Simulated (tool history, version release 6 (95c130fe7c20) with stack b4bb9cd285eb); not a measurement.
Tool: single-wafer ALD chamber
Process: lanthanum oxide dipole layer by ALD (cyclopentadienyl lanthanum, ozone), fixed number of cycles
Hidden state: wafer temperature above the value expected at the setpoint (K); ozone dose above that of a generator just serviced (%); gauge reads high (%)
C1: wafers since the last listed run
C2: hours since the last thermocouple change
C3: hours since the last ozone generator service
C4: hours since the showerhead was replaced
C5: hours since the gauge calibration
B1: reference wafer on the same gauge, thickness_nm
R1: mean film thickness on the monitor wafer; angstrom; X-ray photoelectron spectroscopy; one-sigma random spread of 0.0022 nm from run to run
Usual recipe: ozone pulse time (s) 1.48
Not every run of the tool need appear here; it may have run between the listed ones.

{"run": 1, "hour": 0.0, "ozone pulse time (s)": 1.17, "C1": 0, "C2": 2365.2, "C3": 772, "C4": 5214.4, "C5": 155.5, "B1": 0.414, "R1": 4.54}
{"run": 2, "hour": 17.4, "ozone pulse time (s)": 1.17, "C1": 400, "C2": 2382.6, "C3": 789.4, "C4": 5231.8, "C5": 172.9, "B1": 0.414, "R1": 4.48}
{"run": 3, "hour": 48.3, "ozone pulse time (s)": 1.93, "C1": 711, "C2": 2413.5, "C3": 820.3, "C4": 5262.7, "C5": 203.8, "B1": 0.415, "R1": 4.95}
{"run": 4, "hour": 69.1, "ozone pulse time (s)": 1.93, "C1": 478, "C2": 2434.3, "C3": 841.1, "C4": 5283.5, "C5": 224.6, "B1": 0.414, "R1": 4.94}
{"run": 5, "hour": 92.5, "ozone pulse time (s)": 1.93, "C1": 538, "C2": 2457.7, "C3": 864.5, "C4": 5306.9, "C5": 248, "B1": 0.414, "R1": 4.97}
{"run": 6, "hour": 127.7, "ozone pulse time (s)": 1.48, "C1": 810, "C2": 2492.9, "C3": 899.7, "C4": 5342.1, "C5": 283.2, "B1": 0.414, "R1": 4.7}
{"run": 7, "hour": 156.4, "ozone pulse time (s)": 1.11, "C1": 660, "C2": 2521.6, "C3": 928.4, "C4": 5370.8, "C5": 311.9, "B1": 0.414, "R1": 4.35}
{"run": 8, "hour": 172.2, "ozone pulse time (s)": 1.31, "C1": 363, "C2": 2537.4, "C3": 944.2, "C4": 5386.6, "C5": 327.7, "B1": 0.414, "R1": 4.54}
{"hour": 204.4, "done": "thermocouple changed; heater temperature recalibrated"}
{"run": 9, "hour": 205.3, "ozone pulse time (s)": 1.48, "C1": 577, "C2": 0.9, "C3": 977.3, "C4": 5419.7, "C5": 360.8, "B1": 0.414, "R1": 4.7}
{"run": 10, "hour": 235.4, "ozone pulse time (s)": 1.48, "C1": 692, "C2": 31, "C3": 1007.4, "C4": 5449.8, "C5": 390.9, "B1": 0.414, "R1": 4.66}
{"run": 11, "hour": 253.3, "ozone pulse time (s)": 1.48, "C1": 411, "C2": 48.9, "C3": 1025.3, "C4": 5467.7, "C5": 408.8, "B1": 0.414, "R1": 4.68}
{"run": 12, "hour": 268.8, "ozone pulse time (s)": 1.88, "C1": 356, "C2": 64.4, "C3": 1040.8, "C4": 5483.2, "C5": 424.3, "B1": 0.414, "R1": 4.89}
{"run": 13, "hour": 302.8, "ozone pulse time (s)": 1.88, "C1": 782, "C2": 98.4, "C3": 1074.8, "C4": 5517.2, "C5": 458.3, "B1": 0.414, "R1": 4.92}
{"run": 14, "hour": 316.5, "ozone pulse time (s)": 1.48, "C1": 315, "C2": 112.1, "C3": 1088.5, "C4": 5530.9, "C5": 472, "B1": 0.414, "R1": 4.63}
{"run": 15, "hour": 346.4, "ozone pulse time (s)": 1.1, "C1": 688, "C2": 142, "C3": 1118.4, "C4": 5560.8, "C5": 501.9, "B1": 0.414, "R1": 4.22}
{"run": 16, "hour": 369.5, "ozone pulse time (s)": 0.96, "C1": 531, "C2": 165.1, "C3": 1141.5, "C4": 5583.9, "C5": 525, "B1": 0.414, "R1": 3.96}
{"run": 17, "hour": 386.6, "ozone pulse time (s)": 1.48, "C1": 393, "C2": 182.2, "C3": 1158.6, "C4": 5601, "C5": 542.1, "B1": 0.413, "R1": 4.6}
{"run": 18, "hour": 406.9, "ozone pulse time (s)": 1.63, "C1": 467, "C2": 202.5, "C3": 1178.9, "C4": 5621.3, "C5": 562.4, "B1": 0.414, "R1": 4.67}
{"run": 19, "hour": 447.8, "ozone pulse time (s)": 1.1, "C1": 941, "C2": 243.4, "C3": 1219.8, "C4": 5662.2, "C5": 603.3, "B1": 0.414, "R1": 4.13}
{"run": 20, "hour": 459.8, "ozone pulse time (s)": 1.01, "C1": 276, "C2": 255.4, "C3": 1231.8, "C4": 5674.2, "C5": 615.3, "B1": 0.414, "R1": 3.98}
{"run": 21, "hour": 476.1, "ozone pulse time (s)": 1.66, "C1": 375, "C2": 271.7, "C3": 1248.1, "C4": 5690.5, "C5": 631.6, "B1": 0.414, "R1": 4.69}
{"hour": 511.9, "done": "ozone generator serviced"}
{"run": 22, "hour": 512.4, "ozone pulse time (s)": 1.13, "C1": 651, "C2": 308, "C3": 0.5, "C4": 5726.8, "C5": 667.9, "B1": 0.414, "R1": 4.63}
{"hour": 525.8, "done": "gauge calibrated"}
{"hour": 528.0, "done": "showerhead replaced"}
{"run": 23, "hour": 538.9, "ozone pulse time (s)": 1.72, "C1": 425, "C2": 334.5, "C3": 27, "C4": 10.9, "C5": 13.1, "B1": 0.414, "R1": 4.97}
{"run": 24, "hour": 551.1, "ozone pulse time (s)": 1.85, "C1": 280, "C2": 346.7, "C3": 39.2, "C4": 23.1, "C5": 25.3, "B1": 0.414, "R1": 5.03}
{"run": 25, "hour": 575.3, "ozone pulse time (s)": 1.27, "C1": 556, "C2": 370.9, "C3": 63.4, "C4": 47.3, "C5": 49.5, "B1": 0.414, "R1": 4.73}
{"run": 26, "hour": 600.3, "ozone pulse time (s)": 2.01, "C1": 575, "C2": 395.9, "C3": 88.4, "C4": 72.3, "C5": 74.5, "B1": 0.414, "R1": 5.05}
{"run": 27, "hour": 628.5, "ozone pulse time (s)": 1.69, "C1": 649, "C2": 424.1, "C3": 116.6, "C4": 100.5, "C5": 102.7, "B1": 0.414, "R1": 4.98}
{"run": 28, "hour": 654.3, "ozone pulse time (s)": 1.32, "C1": 593, "C2": 449.9, "C3": 142.4, "C4": 126.3, "C5": 128.5, "B1": 0.413, "R1": 4.79}
{"run": 29, "hour": 670.5, "ozone pulse time (s)": 1.27, "C1": 372, "C2": 466.1, "C3": 158.6, "C4": 142.5, "C5": 144.7, "B1": 0.414, "R1": 4.77}

Alternative continuations, all from the tool just after run 29; predict every row:
{"run": "A", "hour": 670.9, "ozone pulse time (s)": 2.02, "C1": 9, "C2": 466.5, "C3": 159, "C4": 142.9, "C5": 145.1, "B1": "?", "R1": "?"}
{"run": "B", "hour": 670.9, "ozone pulse time (s)": 0.95, "C1": 9, "C2": 466.5, "C3": 159, "C4": 142.9, "C5": 145.1, "B1": "?", "R1": "?"}
{"run": "C", "hour": 670.9, "ozone pulse time (s)": 0.97, "C1": 9, "C2": 466.5, "C3": 159, "C4": 142.9, "C5": 145.1, "B1": "?", "R1": "?"}
{"run": "D", "hour": 670.9, "ozone pulse time (s)": 1.18, "C1": 9, "C2": 466.5, "C3": 159, "C4": 142.9, "C5": 145.1, "B1": "?", "R1": "?"}

run=A B1=0.414 R1=5.06
run=B B1=0.414 R1=4.41
run=C B1=0.414 R1=4.43
run=D B1=0.414 R1=4.67
With no hidden state in the tool, these same runs would have given:
run=A R1=5.07
run=B R1=4.44
run=C R1=4.47
run=D R1=4.69
